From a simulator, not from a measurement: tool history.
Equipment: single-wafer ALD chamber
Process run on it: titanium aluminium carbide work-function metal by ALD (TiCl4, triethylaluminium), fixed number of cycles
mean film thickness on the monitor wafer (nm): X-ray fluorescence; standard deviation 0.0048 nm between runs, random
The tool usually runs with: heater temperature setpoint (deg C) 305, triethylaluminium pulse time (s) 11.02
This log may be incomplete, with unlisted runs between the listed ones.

run	hour	heater temperature setpoint (deg C)	triethylaluminium pulse time (s)	wafers since the last listed run	hours since the last thermocouple change	hours since the last triethylaluminium bottle change	hours since the showerhead was replaced	hours since the gauge calibration	read-back reference wafer on the same gauge, thickness_nm	mean film thickness on the monitor wafer (nm)
1	0.0	305	11.02	0	1349.7	901.6	2816.2	384.0	1.870	1.599
2	33.3	305	11.02	442	1383.0	934.9	2849.5	417.3	1.871	1.611
3	72.4	305	11.02	519	1422.1	974.0	2888.6	456.4	1.871	1.597
4	133.0	305	11.02	805	1482.7	1034.6	2949.2	517.0	1.870	1.590
5	200.2	305	11.02	893	1549.9	1101.8	3016.4	584.2	1.870	1.580
6	236.7	305	11.02	485	1586.4	1138.3	3052.9	620.7	1.869	1.586
# hour 280.2: thermocouple changed; heater temperature recalibrated
7	300.2	305	12.21	737	20.0	1201.8	3116.4	684.2	1.869	1.597
# hour 318.8: showerhead replaced
8	327.4	297	14.53	255	47.2	1229.0	8.6	711.4	1.871	1.580
# hour 385.1: gauge calibrated
9	388.8	298	14.35	816	108.6	1290.4	70.0	3.7	1.871	1.573
10	426.1	305	11.02	495	145.9	1327.7	107.3	41.0	1.870	1.532
11	466.5	305	11.02	537	186.3	1368.1	147.7	81.4	1.868	1.525
# hour 476.4: triethylaluminium bottle replaced
12	502.3	313	15.31	369	222.1	25.9	183.5	117.2	1.870	1.747
13	555.8	291	9.19	711	275.6	79.4	237.0	170.7	1.868	1.494
14	624.3	305	11.02	910	344.1	147.9	305.5	239.2	1.871	1.637
15	649.0	315	8.97	328	368.8	172.6	330.2	263.9	1.870	1.663

3 options for the next run, each taken on its own from the tool as it stands now. Forecast them:
A	649.4	290	11.02	5	369.2	173.0	330.6	264.3	?	?
B	649.4	295	6.68	5	369.2	173.0	330.6	264.3	?	?
C	649.4	309	14.25	5	369.2	173.0	330.6	264.3	?	?

run	read-back reference wafer on the same gauge, thickness_nm	mean film thickness on the monitor wafer (nm)
A	1.871	1.516
B	1.871	1.373
C	1.871	1.697
Without the tool's unlogged condition, the same runs would have read:
run	mean film thickness on the monitor wafer (nm)
A	1.519
B	1.384
C	1.698

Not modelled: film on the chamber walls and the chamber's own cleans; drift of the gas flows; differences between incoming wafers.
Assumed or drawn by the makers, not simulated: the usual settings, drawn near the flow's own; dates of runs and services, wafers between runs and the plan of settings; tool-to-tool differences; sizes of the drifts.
